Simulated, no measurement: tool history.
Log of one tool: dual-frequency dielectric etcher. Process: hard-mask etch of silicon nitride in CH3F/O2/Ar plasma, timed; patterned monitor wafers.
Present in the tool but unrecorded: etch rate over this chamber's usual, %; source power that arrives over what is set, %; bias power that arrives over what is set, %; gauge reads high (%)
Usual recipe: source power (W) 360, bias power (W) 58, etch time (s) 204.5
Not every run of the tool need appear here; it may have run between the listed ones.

run,day,source power (W),bias power (W),etch time (s),wafers since the last listed run,hours since the last wet clean,hours since the last source power generator calibration,hours since the last bias power generator calibration,hours since the last upper electrode change,hours since the gauge calibration,"read-back reference wafer on the same gauge, depth_nm",mean etch depth across the wafer (angstrom)
1,0,360,68,204.5,0,165.2,2443.2,2679.9,3164.3,758.8,135.8,1361
2,1.775,360,68,204.5,342,207.8,2485.8,2722.5,3206.9,801.4,136,1356
3,4.458,360,68,204.5,518,272.2,2550.2,2786.9,3271.3,865.8,135.9,1347
4,7.058,360,58,204.5,502,334.6,2612.6,2849.3,3333.7,928.2,136,1297
5,9.154,360,58,204.5,404,384.9,2662.9,2899.6,3384,978.5,136,1294
6,11.129,360,58,204.5,381,432.3,2710.3,2947,3431.4,1025.9,135.9,1293
7,12.746,360,50,204.5,312,471.1,2749.1,2985.8,3470.2,1064.7,136,1249
# day 14.617: wet clean of the chamber
8,14.638,360,50,204.5,172,0.5,2794.5,3031.2,3515.6,1110.1,136,1309
9,14.954,360,58,204.5,61,8.1,2802.1,3038.8,3523.2,1117.7,136,1346
10,16.692,360,58,204.5,335,49.8,2843.8,3080.5,3564.9,1159.4,135.8,1349
11,19.558,360,69,242.5,553,118.6,2912.6,3149.3,3633.7,1228.2,135.8,1665
# day 20.604: gauge calibrated
12,21.85,360,69,242.5,442,173.6,2967.6,3204.3,3688.7,29.9,136,1648
# day 24.117: wet clean of the chamber, repeated, since the last time left the tool worse
13,24.529,360,58,204.5,324,9.9,3031.9,3268.6,3753,94.2,136,1318
14,26.692,440,58,226.5,417,61.8,3083.8,3320.5,3804.9,146.1,136.1,1525
15,28.558,360,58,204.5,360,106.6,3128.6,3365.3,3849.7,190.9,136.1,1315
# day 30.95: upper electrode replaced
16,31.133,360,58,204.5,304,168.4,3190.4,3427.1,4.4,252.7,136.3,1304
17,40.125,310,53,245,1737,384.2,3406.2,3642.9,220.2,468.5,136.1,1465
18,42.779,360,58,223,512,447.9,3469.9,3706.6,283.9,532.2,136.1,1411
# day 44.229: source power generator calibrated
19,44.25,330,58,145.5,251,483.2,0.5,3741.9,319.2,567.5,136.1,898
# day 44.933: bias power generator calibrated
20,46.292,400,58,238.5,362,532.2,49.5,32.6,368.2,616.5,136.2,1538
21,47.525,270,66,156.5,238,561.8,79.1,62.2,397.8,646.1,136.1,941
# day 49.667: wet clean of the chamber
22,49.688,330,63,178.5,224,0.5,131,114.1,449.7,698,136.1,1143
23,51.383,360,58,204.5,327,41.2,171.7,154.8,490.4,738.7,136,1303
24,57.308,390,48,176,1144,183.4,313.9,297,632.6,880.9,136.2,1095
25,59.8,360,58,204.5,481,243.2,373.7,356.8,692.4,940.7,136,1294
26,62.658,280,58,204.5,552,311.8,442.3,425.4,761,1009.3,136.1,1214

Hidden condition of the tool, last listed run before each entry between runs versus first listed run after:
Between runs 7 and 8: wet clean of the chamber (day 14.617)
  etch rate over this chamber's usual, %: -1.56 -> 2.98
  measured result minus the result with no hidden state, mean etch depth across the wafer (angstrom): -19 -> +38
Between runs 11 and 12: gauge calibrated (day 20.604)
  etch rate over this chamber's usual, %: 2.49 -> 2.26
  measured result minus the result with no hidden state, mean etch depth across the wafer (angstrom): +41 -> +37
Between runs 12 and 13: wet clean of the chamber, repeated, since the last time left the tool worse (day 24.117)
  etch rate over this chamber's usual, %: 2.26 -> 0.155
  measured result minus the result with no hidden state, mean etch depth across the wafer (angstrom): +37 -> +2
Between runs 15 and 16: upper electrode replaced (day 30.95)
  etch rate over this chamber's usual, %: -0.247 -> -0.505
  measured result minus the result with no hidden state, mean etch depth across the wafer (angstrom): -4 -> -7
Between runs 18 and 19: source power generator calibrated (day 44.229)
  etch rate over this chamber's usual, %: -1.67 -> -1.82
  measured result minus the result with no hidden state, mean etch depth across the wafer (angstrom): -24 -> -17
Between runs 19 and 20: bias power generator calibrated (day 44.933)
  etch rate over this chamber's usual, %: -1.82 -> -2.02
  measured result minus the result with no hidden state, mean etch depth across the wafer (angstrom): -17 -> -32
Between runs 21 and 22: wet clean of the chamber (day 49.667)
  etch rate over this chamber's usual, %: -2.14 -> -0.325
  measured result minus the result with no hidden state, mean etch depth across the wafer (angstrom): -21 -> -4
